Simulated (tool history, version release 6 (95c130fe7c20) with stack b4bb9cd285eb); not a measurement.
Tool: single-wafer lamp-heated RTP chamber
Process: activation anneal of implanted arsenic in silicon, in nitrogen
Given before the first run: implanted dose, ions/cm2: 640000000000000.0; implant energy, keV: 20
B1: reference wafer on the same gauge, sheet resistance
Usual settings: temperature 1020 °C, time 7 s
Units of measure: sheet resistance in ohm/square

run 1 hour=0.0 | temperature=1020 time=7 | B1=158.81 | sheet_resistance=197.11
-- hour=124.6 reflector plate cleaned
run 2 hour=289.0 | temperature=1035 time=7 | B1=158.89 | sheet_resistance=193.73
run 3 hour=341.7 | temperature=1035 time=7 | B1=158.89 | sheet_resistance=193.37
run 4 hour=543.2 | temperature=1035 time=7 | B1=158.91 | sheet_resistance=193.21
run 5 hour=609.3 | temperature=1020 time=7 | B1=158.94 | sheet_resistance=195.01
run 6 hour=713.0 | temperature=1020 time=7 | B1=158.95 | sheet_resistance=195.04
-- hour=732.5 pyrometer window cleaned and pyrometer calibrated
run 7 hour=776.7 | temperature=1020 time=7 | B1=159.01 | sheet_resistance=197.39
run 8 hour=844.0 | temperature=1020 time=7 | B1=158.99 | sheet_resistance=197.16
run 9 hour=912.0 | temperature=1020 time=7 | B1=158.80 | sheet_resistance=196.85
-- hour=1046.9 reflector plate cleaned
run 10 hour=1190.4 | temperature=1011 time=7 | B1=159.00 | sheet_resistance=197.23
run 11 hour=1274.0 | temperature=1011 time=7 | B1=159.17 | sheet_resistance=197.87
run 12 hour=1341.8 | temperature=1011 time=7 | B1=158.91 | sheet_resistance=197.43
run 13 hour=1439.6 | temperature=1042 time=10 | B1=158.94 | sheet_resistance=188.22
run 14 hour=1495.8 | temperature=1020 time=7 | B1=158.98 | sheet_resistance=195.14
-- hour=1517.6 pyrometer window cleaned and pyrometer calibrated
run 15 hour=1578.1 | temperature=1047 time=5 | B1=159.09 | sheet_resistance=194.74
run 16 hour=1629.4 | temperature=1037 time=9 | B1=159.10 | sheet_resistance=192.27
run 17 hour=1691.2 | temperature=992 time=6 | B1=159.08 | sheet_resistance=202.71
run 18 hour=1746.9 | temperature=1049 time=9 | B1=158.86 | sheet_resistance=189.78
run 19 hour=1813.6 | temperature=1020 time=5 | B1=159.00 | sheet_resistance=198.63
run 20 hour=1853.4 | temperature=1011 time=7 | B1=159.11 | sheet_resistance=197.46
run 21 hour=1926.7 | temperature=1020 time=8 | B1=159.09 | sheet_resistance=195.35
-- hour=1955.1 reflector plate cleaned
run 22 hour=1994.7 | temperature=1020 time=10 | B1=158.99 | sheet_resistance=193.46
-- hour=2001.1 gauge calibrated
run 23 hour=2042.6 | temperature=994 time=5 | B1=158.84 | sheet_resistance=202.99
run 24 hour=2253.3 | temperature=992 time=11 | B1=159.06 | sheet_resistance=196.80
run 25 hour=2293.6 | temperature=1045 time=5 | B1=159.03 | sheet_resistance=193.80
-- hour=2340.5 pyrometer window cleaned and pyrometer calibrated
run 26 hour=2372.4 | temperature=1020 time=7 | B1=159.08 | sheet_resistance=196.76
run 27 hour=2465.4 | temperature=1020 time=7 | B1=158.91 | sheet_resistance=196.87
run 28 hour=2546.3 | temperature=1020 time=7 | B1=159.05 | sheet_resistance=196.58
run 29 hour=2626.7 | temperature=1020 time=7 | B1=159.04 | sheet_resistance=196.04
run 30 hour=2687.3 | temperature=1035 time=7 | B1=158.96 | sheet_resistance=193.71
run 31 hour=2751.3 | temperature=1005 time=6 | B1=159.09 | sheet_resistance=200.61
-- hour=2836.7 reflector plate cleaned
run 32 hour=2837.2 | temperature=1020 time=7 | B1=159.01 | sheet_resistance=196.30
run 33 hour=2923.1 | temperature=1020 time=7 | B1=159.04 | sheet_resistance=196.26
run 34 hour=2970.9 | temperature=1034 time=4 | B1=158.93 | sheet_resistance=197.08
-- hour=3057.5 pyrometer window cleaned and pyrometer calibrated
run 35 hour=3075.2 | temperature=993 time=9 | B1=159.07 | sheet_resistance=199.81
run 36 hour=3175.8 | temperature=1033 time=11 | B1=159.07 | sheet_resistance=190.89

For each run, what was the tool's unlogged condition?
wafer temperature error from the tarnished reflector plate, K: 0, the same for each run
gauge reads high (%): 0, the same for each run
H1: true wafer temperature minus pyrometer reading, K
run=1 H1=1.39
run=2 H1=4
run=3 H1=4.75
run=4 H1=8.36
run=5 H1=9.8
run=6 H1=12.3
run=7 H1=0.699
run=8 H1=0.854
run=9 H1=1.15
run=10 H1=3.79
run=11 H1=5.03
run=12 H1=6.19
run=13 H1=8.1
run=14 H1=9.33
run=15 H1=2.14
run=16 H1=2.27
run=17 H1=2.53
run=18 H1=2.87
run=19 H1=3.39
run=20 H1=3.76
run=21 H1=4.57
run=22 H1=5.47
run=23 H1=6.18
run=24 H1=10.1
run=25 H1=11
run=26 H1=1.06
run=27 H1=1.27
run=28 H1=1.67
run=29 H1=2.26
run=30 H1=2.83
run=31 H1=3.55
run=32 H1=4.71
run=33 H1=6.09
run=34 H1=6.95
run=35 H1=0.667
run=36 H1=0.87
